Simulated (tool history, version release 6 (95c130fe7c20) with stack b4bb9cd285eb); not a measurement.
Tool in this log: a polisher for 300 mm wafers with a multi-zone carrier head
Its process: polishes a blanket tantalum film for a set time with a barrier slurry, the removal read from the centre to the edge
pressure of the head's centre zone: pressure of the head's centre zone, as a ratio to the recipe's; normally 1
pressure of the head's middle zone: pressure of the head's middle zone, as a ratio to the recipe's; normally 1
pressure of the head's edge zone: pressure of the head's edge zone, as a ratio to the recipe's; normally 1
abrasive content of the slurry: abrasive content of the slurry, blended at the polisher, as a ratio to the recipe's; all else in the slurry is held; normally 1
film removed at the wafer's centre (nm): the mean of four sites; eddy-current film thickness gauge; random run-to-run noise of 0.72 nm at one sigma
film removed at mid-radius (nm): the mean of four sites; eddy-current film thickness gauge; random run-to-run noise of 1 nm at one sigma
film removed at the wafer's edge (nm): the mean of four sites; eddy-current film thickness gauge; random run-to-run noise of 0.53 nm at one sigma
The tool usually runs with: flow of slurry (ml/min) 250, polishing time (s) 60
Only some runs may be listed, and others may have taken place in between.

run,hour,flow of slurry (ml/min),pressure of the head's centre zone,pressure of the head's middle zone,pressure of the head's edge zone,abrasive content of the slurry,polishing time (s),"incoming thickness of the incoming film, nm",film removed at the wafer's centre (nm),film removed at mid-radius (nm),film removed at the wafer's edge (nm)
1,0,215,1.08,1,1.05,0.85,60,230.1,73.2,65.5,65.5
2,88.1,250,1.11,1.05,0.9,1,60,230.8,76.5,72.5,64.9
3,183.1,225,0.94,1,1.07,1,60,231.2,64.1,68.3,68.1
# hour 191.4: slurry nozzle cleaned
# hour 212.7: centre zone pressure recalibrated
4,220.9,250,0.95,1,1,1,78,232.3,87.4,87.8,87.2
# hour 245.4: carrier head's membrane replaced by a new one
5,261,250,1.07,1.04,1,1,72,231.2,89.4,82.8,79.7
# hour 297.5: edge zone pressure recalibrated
6,358.7,250,1,1,1,1,60,234.3,69.2,67.8,65.8
7,450.5,250,1,1,1,1,60,230.1,67.4,66.1,66.8
8,517.7,250,1,1,1,1,60,225.7,68.7,65.4,65.4
9,595.2,250,1,1,1,1,60,229.7,69.3,65.4,66.9
10,662,250,1,1,1.06,1,60,233.9,69.1,65.6,67.2
# hour 673.5: worn pad replaced by a new one
# hour 854: slurry nozzle cleaned
11,903.1,215,1.08,1,1.05,0.85,60,228.7,72.1,64.9,65.2
12,986.5,250,1,1,1,1,60,225,68.8,68.8,66.8
# hour 1046.5: edge zone pressure recalibrated
13,1050.6,305,1,1,1,1,60,231.1,70.6,68.5,68
14,1093.9,250,1,0.91,1,1,60,227.8,68.7,62.4,66.1
15,1192.9,250,1,1,1,0.8,79,230.6,86.2,84.2,83.6
# hour 1236: carrier head's membrane replaced by a new one
16,1236.5,250,0.91,1.09,1,0.9,79,230,79.9,91.6,85.8
17,1434.9,250,1,1,1,1.1,71,233.1,81.4,78.6,78.9
18,1473.4,250,1,1,1,1,60,232.3,69.1,68.2,65.8
# hour 1497.2: worn pad replaced by a new one
19,1534.2,250,1,1,1,1,60,227,70.3,71.2,69.3
# hour 1544.6: centre zone pressure recalibrated
20,1636.4,220,0.96,1,1,1,60,232.3,66.2,67.9,66.7

Exercise: give the hidden state of the tool at every run:
slurry flow missing at the pad, %: 0 in every run
deviation of the centre zone's pressure from its setpoint, %: 0 in every run
deviation of the edge zone's pressure from its setpoint, %: 0 in every run
H1: removal rate lost through wear of the pad, %
run,H1
1,2.68
2,3.65
3,4.37
4,4.59
5,4.78
6,5.15
7,5.39
8,5.51
9,5.62
10,5.69
11,3.75
12,4.38
13,4.73
14,4.93
15,5.26
16,5.37
17,5.68
18,5.72
19,0.915
20,2.52
